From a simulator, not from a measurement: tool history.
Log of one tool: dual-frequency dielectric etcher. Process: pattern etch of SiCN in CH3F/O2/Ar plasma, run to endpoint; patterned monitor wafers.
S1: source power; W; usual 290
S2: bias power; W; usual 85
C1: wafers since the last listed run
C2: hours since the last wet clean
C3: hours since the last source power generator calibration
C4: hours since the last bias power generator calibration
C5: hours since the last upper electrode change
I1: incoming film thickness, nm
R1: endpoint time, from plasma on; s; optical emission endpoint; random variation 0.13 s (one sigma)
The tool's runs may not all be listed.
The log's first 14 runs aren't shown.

{"run": 15, "day": 8.471, "S1": 290, "S2": 85, "C1": 593, "C2": 346.8, "C3": 4612.4, "C4": 2414.5, "C5": 6066.7, "I1": 7.64, "R1": 19.9}
{"run": 16, "day": 8.912, "S1": 290, "S2": 85, "C1": 173, "C2": 357.4, "C3": 4623.0, "C4": 2425.1, "C5": 6077.3, "I1": 7.62, "R1": 19.9}
{"run": 17, "day": 9.188, "S1": 320, "S2": 72, "C1": 107, "C2": 364.0, "C3": 4629.6, "C4": 2431.7, "C5": 6083.9, "I1": 7.6, "R1": 20.2}
{"day": 9.679, "done": "source power generator calibrated"}
{"run": 18, "day": 9.754, "S1": 330, "S2": 70, "C1": 157, "C2": 377.6, "C3": 1.8, "C4": 2445.3, "C5": 6097.5, "I1": 7.61, "R1": 19.9}
{"day": 10.954, "done": "wet clean of the chamber"}
{"run": 19, "day": 10.975, "S1": 290, "S2": 85, "C1": 86, "C2": 0.5, "C3": 31.1, "C4": 2474.6, "C5": 6126.8, "I1": 7.63, "R1": 19.4}
{"run": 20, "day": 10.992, "S1": 290, "S2": 85, "C1": 6, "C2": 0.9, "C3": 31.5, "C4": 2475.0, "C5": 6127.2, "I1": 7.59, "R1": 19.6}
{"run": 21, "day": 11.071, "S1": 290, "S2": 85, "C1": 31, "C2": 2.8, "C3": 33.4, "C4": 2476.9, "C5": 6129.1, "I1": 7.63, "R1": 19.5}
{"run": 22, "day": 11.492, "S1": 360, "S2": 71, "C1": 165, "C2": 12.9, "C3": 43.5, "C4": 2487.0, "C5": 6139.2, "I1": 7.58, "R1": 18.5}
{"run": 23, "day": 11.904, "S1": 220, "S2": 74, "C1": 161, "C2": 22.8, "C3": 53.4, "C4": 2496.9, "C5": 6149.1, "I1": 7.61, "R1": 22.6}
{"day": 13.196, "done": "bias power generator calibrated"}
{"day": 13.396, "done": "wet clean of the chamber, repeated, since the last time left the tool worse"}
{"day": 13.4, "done": "upper electrode replaced"}
{"run": 24, "day": 13.417, "S1": 230, "S2": 85, "C1": 448, "C2": 0.5, "C3": 89.7, "C4": 5.3, "C5": 0.4, "I1": 7.62, "R1": 22.5}
{"run": 25, "day": 13.433, "S1": 290, "S2": 85, "C1": 6, "C2": 0.9, "C3": 90.1, "C4": 5.7, "C5": 0.8, "I1": 7.63, "R1": 20.6}
{"run": 26, "day": 13.529, "S1": 290, "S2": 74, "C1": 37, "C2": 3.2, "C3": 92.4, "C4": 8.0, "C5": 3.1, "I1": 7.71, "R1": 21.7}
{"run": 27, "day": 13.921, "S1": 290, "S2": 101, "C1": 153, "C2": 12.6, "C3": 101.8, "C4": 17.4, "C5": 12.5, "I1": 7.64, "R1": 19.4}
{"run": 28, "day": 14.596, "S1": 240, "S2": 97, "C1": 264, "C2": 28.8, "C3": 118.0, "C4": 33.6, "C5": 28.7, "I1": 7.57, "R1": 21.0}
{"run": 29, "day": 14.912, "S1": 220, "S2": 85, "C1": 124, "C2": 36.4, "C3": 125.6, "C4": 41.2, "C5": 36.3, "I1": 7.57, "R1": 22.7}
{"run": 30, "day": 15.583, "S1": 290, "S2": 85, "C1": 263, "C2": 52.5, "C3": 141.7, "C4": 57.3, "C5": 52.4, "I1": 7.6, "R1": 20.3}
{"run": 31, "day": 15.933, "S1": 310, "S2": 76, "C1": 137, "C2": 60.9, "C3": 150.1, "C4": 65.7, "C5": 60.8, "I1": 7.67, "R1": 21.1}
{"run": 32, "day": 16.421, "S1": 290, "S2": 85, "C1": 191, "C2": 72.6, "C3": 161.8, "C4": 77.4, "C5": 72.5, "I1": 7.65, "R1": 20.7}
{"run": 33, "day": 16.725, "S1": 330, "S2": 66, "C1": 119, "C2": 79.9, "C3": 169.1, "C4": 84.7, "C5": 79.8, "I1": 7.65, "R1": 21.0}
{"run": 34, "day": 17.175, "S1": 290, "S2": 85, "C1": 176, "C2": 90.7, "C3": 179.9, "C4": 95.5, "C5": 90.6, "I1": 7.66, "R1": 20.6}

5 ways to go on from here, each from the tool as it stands after run 34. What would each give?
{"run": "A", "day": 17.192, "S1": 290, "S2": 85, "C1": 6, "C2": 91.1, "C3": 180.3, "C4": 95.9, "C5": 91.0, "I1": 7.59, "R1": "?"}
{"run": "B", "day": 17.192, "S1": 290, "S2": 76, "C1": 6, "C2": 91.1, "C3": 180.3, "C4": 95.9, "C5": 91.0, "I1": 7.59, "R1": "?"}
{"run": "C", "day": 17.192, "S1": 340, "S2": 78, "C1": 6, "C2": 91.1, "C3": 180.3, "C4": 95.9, "C5": 91.0, "I1": 7.59, "R1": "?"}
{"run": "D", "day": 17.192, "S1": 240, "S2": 85, "C1": 6, "C2": 91.1, "C3": 180.3, "C4": 95.9, "C5": 91.0, "I1": 7.59, "R1": "?"}
{"run": "E", "day": 17.192, "S1": 330, "S2": 102, "C1": 6, "C2": 91.1, "C3": 180.3, "C4": 95.9, "C5": 91.0, "I1": 7.59, "R1": "?"}

run=A R1=20.3
run=B R1=21.1
run=C R1=19.6
run=D R1=22.0
run=E R1=18.2
Without the tool's hidden state the same runs would have given:
run=A R1=20.6
run=B R1=21.3
run=C R1=19.8
run=D R1=22.2
run=E R1=18.4

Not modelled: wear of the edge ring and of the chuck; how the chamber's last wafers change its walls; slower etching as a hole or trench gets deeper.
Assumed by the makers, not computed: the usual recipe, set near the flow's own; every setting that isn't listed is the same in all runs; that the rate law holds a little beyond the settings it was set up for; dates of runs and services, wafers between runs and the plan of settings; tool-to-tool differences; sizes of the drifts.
